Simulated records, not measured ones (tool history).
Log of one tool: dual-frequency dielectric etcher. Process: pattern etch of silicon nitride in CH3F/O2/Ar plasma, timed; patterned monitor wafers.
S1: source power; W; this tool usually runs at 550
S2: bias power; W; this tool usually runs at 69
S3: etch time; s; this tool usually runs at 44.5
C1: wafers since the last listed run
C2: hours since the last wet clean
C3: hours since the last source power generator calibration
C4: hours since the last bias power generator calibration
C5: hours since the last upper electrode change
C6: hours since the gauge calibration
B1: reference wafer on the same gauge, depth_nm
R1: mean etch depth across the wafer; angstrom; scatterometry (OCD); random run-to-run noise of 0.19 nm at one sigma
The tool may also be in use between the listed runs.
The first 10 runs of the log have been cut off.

{"run": 11, "day": 21.817, "S1": 490, "S2": 69, "S3": 41, "C1": 741, "C2": 143.2, "C3": 2430.5, "C4": 2990.7, "C5": 2546.3, "C6": 89.8, "B1": 35.21, "R1": 310.1}
{"run": 12, "day": 24.254, "S1": 490, "S2": 69, "S3": 41, "C1": 678, "C2": 201.7, "C3": 2489, "C4": 3049.2, "C5": 2604.8, "C6": 148.3, "B1": 35.28, "R1": 308.3}
{"run": 13, "day": 26.333, "S1": 550, "S2": 69, "S3": 44.5, "C1": 579, "C2": 251.6, "C3": 2538.9, "C4": 3099.1, "C5": 2654.7, "C6": 198.2, "B1": 35.38, "R1": 358.2}
{"day": 31.096, "done": "upper electrode replaced"}
{"run": 14, "day": 31.117, "S1": 550, "S2": 69, "S3": 44.5, "C1": 1053, "C2": 366.4, "C3": 2653.7, "C4": 3213.9, "C5": 0.5, "C6": 313, "B1": 35.48, "R1": 356.4}
{"run": 15, "day": 33.017, "S1": 550, "S2": 69, "S3": 44.5, "C1": 529, "C2": 412, "C3": 2699.3, "C4": 3259.5, "C5": 46.1, "C6": 358.6, "B1": 35.51, "R1": 356.7}
{"day": 33.912, "done": "source power generator calibrated"}
{"run": 16, "day": 34.321, "S1": 420, "S2": 69, "S3": 38.5, "C1": 316, "C2": 443.3, "C3": 9.8, "C4": 3290.8, "C5": 77.4, "C6": 389.9, "B1": 35.61, "R1": 270.8}
{"day": 35.35, "done": "wet clean of the chamber"}
{"run": 17, "day": 35.4, "S1": 470, "S2": 80, "S3": 57.5, "C1": 22, "C2": 1.2, "C3": 35.7, "C4": 3316.7, "C5": 103.3, "C6": 415.8, "B1": 35.51, "R1": 463.1}
{"run": 18, "day": 37.45, "S1": 440, "S2": 59, "S3": 38, "C1": 570, "C2": 50.4, "C3": 84.9, "C4": 3365.9, "C5": 152.5, "C6": 465, "B1": 35.58, "R1": 254.1}
{"run": 19, "day": 38.892, "S1": 550, "S2": 69, "S3": 44.5, "C1": 401, "C2": 85, "C3": 119.5, "C4": 3400.5, "C5": 187.1, "C6": 499.6, "B1": 35.67, "R1": 360.2}
{"run": 20, "day": 41.267, "S1": 420, "S2": 69, "S3": 44.5, "C1": 661, "C2": 142, "C3": 176.5, "C4": 3457.5, "C5": 244.1, "C6": 556.6, "B1": 35.64, "R1": 314.5}
{"run": 21, "day": 43.442, "S1": 440, "S2": 69, "S3": 44.5, "C1": 605, "C2": 194.2, "C3": 228.7, "C4": 3509.7, "C5": 296.3, "C6": 608.8, "B1": 35.62, "R1": 322.1}
{"run": 22, "day": 46.271, "S1": 600, "S2": 80, "S3": 34, "C1": 787, "C2": 262.1, "C3": 296.6, "C4": 3577.6, "C5": 364.2, "C6": 676.7, "B1": 35.64, "R1": 310.2}
{"run": 23, "day": 48.658, "S1": 410, "S2": 54, "S3": 41, "C1": 664, "C2": 319.4, "C3": 353.9, "C4": 3634.9, "C5": 421.5, "C6": 734, "B1": 35.68, "R1": 254.5}
{"day": 48.875, "done": "bias power generator calibrated"}
{"day": 51.238, "done": "wet clean of the chamber"}
{"run": 24, "day": 51.642, "S1": 550, "S2": 69, "S3": 44.5, "C1": 505, "C2": 9.7, "C3": 425.5, "C4": 66.4, "C5": 493.1, "C6": 805.6, "B1": 35.72, "R1": 357.2}
{"run": 25, "day": 54.167, "S1": 550, "S2": 69, "S3": 44.5, "C1": 703, "C2": 70.3, "C3": 486.1, "C4": 127, "C5": 553.7, "C6": 866.2, "B1": 35.84, "R1": 362.6}
{"run": 26, "day": 55.629, "S1": 550, "S2": 69, "S3": 44.5, "C1": 407, "C2": 105.4, "C3": 521.2, "C4": 162.1, "C5": 588.8, "C6": 901.3, "B1": 35.75, "R1": 360.9}
{"run": 27, "day": 57.754, "S1": 650, "S2": 56, "S3": 55, "C1": 591, "C2": 156.4, "C3": 572.2, "C4": 213.1, "C5": 639.8, "C6": 952.3, "B1": 35.83, "R1": 439.5}
{"run": 28, "day": 59.396, "S1": 550, "S2": 61, "S3": 44.5, "C1": 457, "C2": 195.8, "C3": 611.6, "C4": 252.5, "C5": 679.2, "C6": 991.7, "B1": 35.83, "R1": 336.9}
{"run": 29, "day": 60.446, "S1": 550, "S2": 69, "S3": 38.5, "C1": 292, "C2": 221, "C3": 636.8, "C4": 277.7, "C5": 704.4, "C6": 1016.9, "B1": 35.8, "R1": 313.1}
{"run": 30, "day": 63.017, "S1": 470, "S2": 69, "S3": 33.5, "C1": 715, "C2": 282.7, "C3": 698.5, "C4": 339.4, "C5": 766.1, "C6": 1078.6, "B1": 35.88, "R1": 251.4}
{"run": 31, "day": 64.625, "S1": 410, "S2": 85, "S3": 38.5, "C1": 447, "C2": 321.3, "C3": 737.1, "C4": 378, "C5": 804.7, "C6": 1117.2, "B1": 35.8, "R1": 296.1}

3 options for the next run, each taken on its own from the tool as it stands now. Forecast them:
{"run": "A", "day": 64.642, "S1": 550, "S2": 69, "S3": 44.5, "C1": 4, "C2": 321.7, "C3": 737.5, "C4": 378.4, "C5": 805.1, "C6": 1117.6, "B1": "?", "R1": "?"}
{"run": "B", "day": 64.642, "S1": 500, "S2": 77, "S3": 51, "C1": 4, "C2": 321.7, "C3": 737.5, "C4": 378.4, "C5": 805.1, "C6": 1117.6, "B1": "?", "R1": "?"}
{"run": "C", "day": 64.642, "S1": 550, "S2": 58, "S3": 38.5, "C1": 4, "C2": 321.7, "C3": 737.5, "C4": 378.4, "C5": 805.1, "C6": 1117.6, "B1": "?", "R1": "?"}

run=A B1=35.79 R1=362.6
run=B B1=35.79 R1=417.9
run=C B1=35.79 R1=288.6
Stripped of hidden state, with their random variation kept, the same runs would have yielded:
run=A R1=355.3
run=B R1=409.5
run=C R1=282.8
